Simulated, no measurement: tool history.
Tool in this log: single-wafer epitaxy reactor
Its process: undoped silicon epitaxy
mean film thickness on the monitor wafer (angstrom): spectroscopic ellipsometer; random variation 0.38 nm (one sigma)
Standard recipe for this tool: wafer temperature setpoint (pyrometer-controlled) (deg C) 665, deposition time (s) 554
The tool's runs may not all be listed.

| run | hour | wafer temperature setpoint (pyrometer-controlled) (deg C) | deposition time (s) | wafers since the last listed run | hours since the last pyrometer calibration | hours since the gauge calibration | read-back reference wafer on the same gauge, thickness_nm | mean film thickness on the monitor wafer (angstrom) |
|---|---|---|---|---|---|---|---|---|
| 1 | 0 | 665 | 554 | 0 | 1803.2 | 290.4 | 138.066 | 1391.79 |
|  | 14.4 | gauge calibrated |
| 2 | 25 | 665 | 554 | 58 | 1828.2 | 10.6 | 138.058 | 1395.89 |
| 3 | 55.4 | 665 | 554 | 71 | 1858.6 | 41 | 137.972 | 1388.07 |
| 4 | 73.1 | 665 | 554 | 41 | 1876.3 | 58.7 | 137.926 | 1392 |
| 5 | 98.3 | 665 | 554 | 59 | 1901.5 | 83.9 | 138.121 | 1386.95 |
| 6 | 116.2 | 665 | 554 | 42 | 1919.4 | 101.8 | 138.076 | 1391.6 |
| 7 | 133.3 | 665 | 516 | 40 | 1936.5 | 118.9 | 138.046 | 1296.14 |
| 8 | 161.9 | 665 | 516 | 67 | 1965.1 | 147.5 | 138.036 | 1296.99 |
| 9 | 174.8 | 665 | 469 | 30 | 1978 | 160.4 | 137.846 | 1178.32 |
| 10 | 190.5 | 665 | 469 | 36 | 1993.7 | 176.1 | 137.926 | 1182.03 |
| 11 | 203.9 | 665 | 469 | 31 | 2007.1 | 189.5 | 137.907 | 1178.64 |
|  | 212.8 | pyrometer calibrated |
| 12 | 225.9 | 677 | 643 | 32 | 13.1 | 211.5 | 137.975 | 2005.7 |
| 13 | 259 | 655 | 485 | 77 | 46.2 | 244.6 | 137.95 | 1006.7 |
| 14 | 274.3 | 660 | 554 | 35 | 61.5 | 259.9 | 138.036 | 1267.62 |
|  | 288.7 | gauge calibrated |
| 15 | 301.2 | 665 | 516 | 63 | 88.4 | 12.5 | 138.05 | 1295.03 |
| 16 | 331.9 | 665 | 554 | 72 | 119.1 | 43.2 | 137.887 | 1393.88 |
| 17 | 355.1 | 653 | 478 | 54 | 142.3 | 66.4 | 138.203 | 956.76 |
| 18 | 367.6 | 678 | 483 | 29 | 154.8 | 78.9 | 138.073 | 1534.36 |
| 19 | 383.3 | 654 | 465 | 36 | 170.5 | 94.6 | 138 | 949.32 |
| 20 | 403.9 | 656 | 627 | 48 | 191.1 | 115.2 | 138.074 | 1327.2 |
| 21 | 437.8 | 660 | 652 | 79 | 225 | 149.1 | 138.216 | 1491.44 |
| 22 | 462 | 665 | 614 | 56 | 249.2 | 173.3 | 137.977 | 1543.86 |

5 ways to go on from here, each from the tool as it stands after run 22. What would each give?
| A | 462.6 | 665 | 495 | 1 | 249.8 | 173.9 | ? | ? |
| B | 462.6 | 655 | 615 | 1 | 249.8 | 173.9 | ? | ? |
| C | 462.6 | 665 | 453 | 1 | 249.8 | 173.9 | ? | ? |
| D | 462.6 | 657 | 647 | 1 | 249.8 | 173.9 | ? | ? |
| E | 462.6 | 665 | 598 | 1 | 249.8 | 173.9 | ? | ? |

| run | read-back reference wafer on the same gauge, thickness_nm | mean film thickness on the monitor wafer (angstrom) |
|---|---|---|
| A | 138.004 | 1239.65 |
| B | 138.004 | 1276.97 |
| C | 138.004 | 1134.47 |
| D | 138.004 | 1395.11 |
| E | 138.004 | 1497.6 |
What these runs would have given with no unlogged condition in the tool:
| run | mean film thickness on the monitor wafer (angstrom) |
|---|---|
| A | 1239.65 |
| B | 1276.97 |
| C | 1134.47 |
| D | 1395.11 |
| E | 1497.6 |
